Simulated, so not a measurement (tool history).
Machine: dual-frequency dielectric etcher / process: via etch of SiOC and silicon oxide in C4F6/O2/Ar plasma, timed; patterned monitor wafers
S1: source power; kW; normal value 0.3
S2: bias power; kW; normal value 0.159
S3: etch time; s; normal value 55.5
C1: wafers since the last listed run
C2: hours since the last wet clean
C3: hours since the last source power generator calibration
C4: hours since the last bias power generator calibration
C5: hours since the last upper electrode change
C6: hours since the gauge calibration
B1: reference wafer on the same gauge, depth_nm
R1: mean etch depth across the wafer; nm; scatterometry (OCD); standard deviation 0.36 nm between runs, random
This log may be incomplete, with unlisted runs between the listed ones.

{"run": 1, "hour": 0.0, "S1": 0.3, "S2": 0.159, "S3": 55.5, "C1": 0, "C2": 108.1, "C3": 381.6, "C4": 2249.6, "C5": 2109.5, "C6": 145.9, "B1": 54.5, "R1": 54.1}
{"run": 2, "hour": 44.0, "S1": 0.3, "S2": 0.159, "S3": 55.5, "C1": 408, "C2": 152.1, "C3": 425.6, "C4": 2293.6, "C5": 2153.5, "C6": 189.9, "B1": 54.5, "R1": 54.5}
{"run": 3, "hour": 103.1, "S1": 0.3, "S2": 0.159, "S3": 55.5, "C1": 548, "C2": 211.2, "C3": 484.7, "C4": 2352.7, "C5": 2212.6, "C6": 249, "B1": 54.4, "R1": 54.3}
{"run": 4, "hour": 159.3, "S1": 0.3, "S2": 0.159, "S3": 55.5, "C1": 521, "C2": 267.4, "C3": 540.9, "C4": 2408.9, "C5": 2268.8, "C6": 305.2, "B1": 54.3, "R1": 53.8}
{"run": 5, "hour": 242.1, "S1": 0.3, "S2": 0.159, "S3": 55.5, "C1": 768, "C2": 350.2, "C3": 623.7, "C4": 2491.7, "C5": 2351.6, "C6": 388, "B1": 54.4, "R1": 54.5}
{"run": 6, "hour": 403.1, "S1": 0.23, "S2": 0.137, "S3": 55.5, "C1": 1494, "C2": 511.2, "C3": 784.7, "C4": 2652.7, "C5": 2512.6, "C6": 549, "B1": 54.4, "R1": 41.5}
{"run": 7, "hour": 452.2, "S1": 0.3, "S2": 0.159, "S3": 55.5, "C1": 455, "C2": 560.3, "C3": 833.8, "C4": 2701.8, "C5": 2561.7, "C6": 598.1, "B1": 54.3, "R1": 53.4}
{"hour": 589.7, "done": "wet clean of the chamber"}
{"hour": 647.6, "done": "bias power generator calibrated"}
{"run": 8, "hour": 652.8, "S1": 0.27, "S2": 0.188, "S3": 55.5, "C1": 1602, "C2": 63.1, "C3": 1034.4, "C4": 5.2, "C5": 2762.3, "C6": 798.7, "B1": 54.4, "R1": 55.1}
{"run": 9, "hour": 707.6, "S1": 0.28, "S2": 0.159, "S3": 47.5, "C1": 508, "C2": 117.9, "C3": 1089.2, "C4": 60, "C5": 2817.1, "C6": 853.5, "B1": 54.5, "R1": 44.7}
{"run": 10, "hour": 803.7, "S1": 0.26, "S2": 0.187, "S3": 48, "C1": 892, "C2": 214, "C3": 1185.3, "C4": 156.1, "C5": 2913.2, "C6": 949.6, "B1": 54.3, "R1": 46.5}
{"run": 11, "hour": 897.0, "S1": 0.35, "S2": 0.159, "S3": 55.5, "C1": 866, "C2": 307.3, "C3": 1278.6, "C4": 249.4, "C5": 3006.5, "C6": 1042.9, "B1": 54.5, "R1": 60.3}
{"run": 12, "hour": 964.6, "S1": 0.36, "S2": 0.159, "S3": 55.5, "C1": 627, "C2": 374.9, "C3": 1346.2, "C4": 317, "C5": 3074.1, "C6": 1110.5, "B1": 54.3, "R1": 60.1}
{"run": 13, "hour": 1054.2, "S1": 0.27, "S2": 0.189, "S3": 40.5, "C1": 831, "C2": 464.5, "C3": 1435.8, "C4": 406.6, "C5": 3163.7, "C6": 1200.1, "B1": 54.4, "R1": 40.3}
{"hour": 1105.0, "done": "upper electrode replaced"}
{"run": 14, "hour": 1144.2, "S1": 0.23, "S2": 0.198, "S3": 45, "C1": 612, "C2": 554.5, "C3": 1525.8, "C4": 496.6, "C5": 39.2, "C6": 1290.1, "B1": 54.5, "R1": 40.9}
{"hour": 1241.6, "done": "wet clean of the chamber"}
{"run": 15, "hour": 1245.7, "S1": 0.36, "S2": 0.139, "S3": 47.5, "C1": 719, "C2": 4.1, "C3": 1627.3, "C4": 598.1, "C5": 140.7, "C6": 1391.6, "B1": 54.2, "R1": 47.7}
{"run": 16, "hour": 1341.8, "S1": 0.3, "S2": 0.159, "S3": 55.5, "C1": 892, "C2": 100.2, "C3": 1723.4, "C4": 694.2, "C5": 236.8, "C6": 1487.7, "B1": 54.3, "R1": 54.3}
{"run": 17, "hour": 1441.7, "S1": 0.28, "S2": 0.12, "S3": 44, "C1": 927, "C2": 200.1, "C3": 1823.3, "C4": 794.1, "C5": 336.7, "C6": 1587.6, "B1": 54.3, "R1": 34.9}
{"run": 18, "hour": 1484.7, "S1": 0.3, "S2": 0.159, "S3": 55.5, "C1": 399, "C2": 243.1, "C3": 1866.3, "C4": 837.1, "C5": 379.7, "C6": 1630.6, "B1": 54.5, "R1": 53.5}
{"run": 19, "hour": 1584.6, "S1": 0.24, "S2": 0.159, "S3": 49, "C1": 927, "C2": 343, "C3": 1966.2, "C4": 937, "C5": 479.6, "C6": 1730.5, "B1": 54.4, "R1": 40.4}
{"run": 20, "hour": 1686.1, "S1": 0.3, "S2": 0.159, "S3": 55.5, "C1": 942, "C2": 444.5, "C3": 2067.7, "C4": 1038.5, "C5": 581.1, "C6": 1832, "B1": 54.4, "R1": 52.9}
{"run": 21, "hour": 1737.6, "S1": 0.35, "S2": 0.159, "S3": 63.5, "C1": 478, "C2": 496, "C3": 2119.2, "C4": 1090, "C5": 632.6, "C6": 1883.5, "B1": 54.3, "R1": 66.4}
{"run": 22, "hour": 1835.1, "S1": 0.3, "S2": 0.178, "S3": 60.5, "C1": 905, "C2": 593.5, "C3": 2216.7, "C4": 1187.5, "C5": 730.1, "C6": 1981, "B1": 54.3, "R1": 60.7}
{"hour": 1923.0, "done": "source power generator calibrated"}
{"run": 23, "hour": 1935.0, "S1": 0.3, "S2": 0.159, "S3": 55.5, "C1": 890, "C2": 693.4, "C3": 12, "C4": 1287.4, "C5": 830, "C6": 2080.9, "B1": 54.4, "R1": 55.1}
{"hour": 2042.3, "done": "wet clean of the chamber"}
{"run": 24, "hour": 2042.8, "S1": 0.3, "S2": 0.159, "S3": 55.5, "C1": 777, "C2": 0.5, "C3": 119.8, "C4": 1395.2, "C5": 937.8, "C6": 2188.7, "B1": 54.3, "R1": 55.5}
{"run": 25, "hour": 2079.4, "S1": 0.24, "S2": 0.179, "S3": 65, "C1": 339, "C2": 37.1, "C3": 156.4, "C4": 1431.8, "C5": 974.4, "C6": 2225.3, "B1": 54.3, "R1": 59}
{"run": 26, "hour": 2123.4, "S1": 0.35, "S2": 0.175, "S3": 44.5, "C1": 408, "C2": 81.1, "C3": 200.4, "C4": 1475.8, "C5": 1018.4, "C6": 2269.3, "B1": 54.5, "R1": 50.8}
{"run": 27, "hour": 2210.9, "S1": 0.3, "S2": 0.159, "S3": 55.5, "C1": 812, "C2": 168.6, "C3": 287.9, "C4": 1563.3, "C5": 1105.9, "C6": 2356.8, "B1": 54.2, "R1": 54.6}
{"run": 28, "hour": 2267.5, "S1": 0.3, "S2": 0.159, "S3": 55.5, "C1": 525, "C2": 225.2, "C3": 344.5, "C4": 1619.9, "C5": 1162.5, "C6": 2413.4, "B1": 54.4, "R1": 54.6}

Pick out some run-to-run changes in R1. Of each, how much would a tool without hidden state show as well, from the settings, what came in and chance, and how much is left for the hidden state and any gauge scatter not in both results compared?
Unlogged tool condition in this case: etch rate over this chamber's usual, %; source power that arrives over what is set, %; bias power that arrives over what is set, %; gauge reads high (%).
Run 7 -> 8: S1 0.3 -> 0.27, S2 0.159 -> 0.188, wet clean of the chamber, bias power generator calibrated. R1 +1.7 nm: hidden state +0.9, all else +0.8.
Run 12 -> 13: S1 0.36 -> 0.27, S2 0.159 -> 0.189, S3 55.5 -> 40.5. R1 -19.8 nm: hidden state +0.3, all else -20.1.
Run 16 -> 17: S1 0.3 -> 0.28, S2 0.159 -> 0.12, S3 55.5 -> 44. R1 -19.4 nm: hidden state +0.5, all else -19.9.
Run 22 -> 23: S2 0.178 -> 0.159, S3 60.5 -> 55.5, source power generator calibrated. R1 -5.6 nm: hidden state +2.5, all else -8.1.
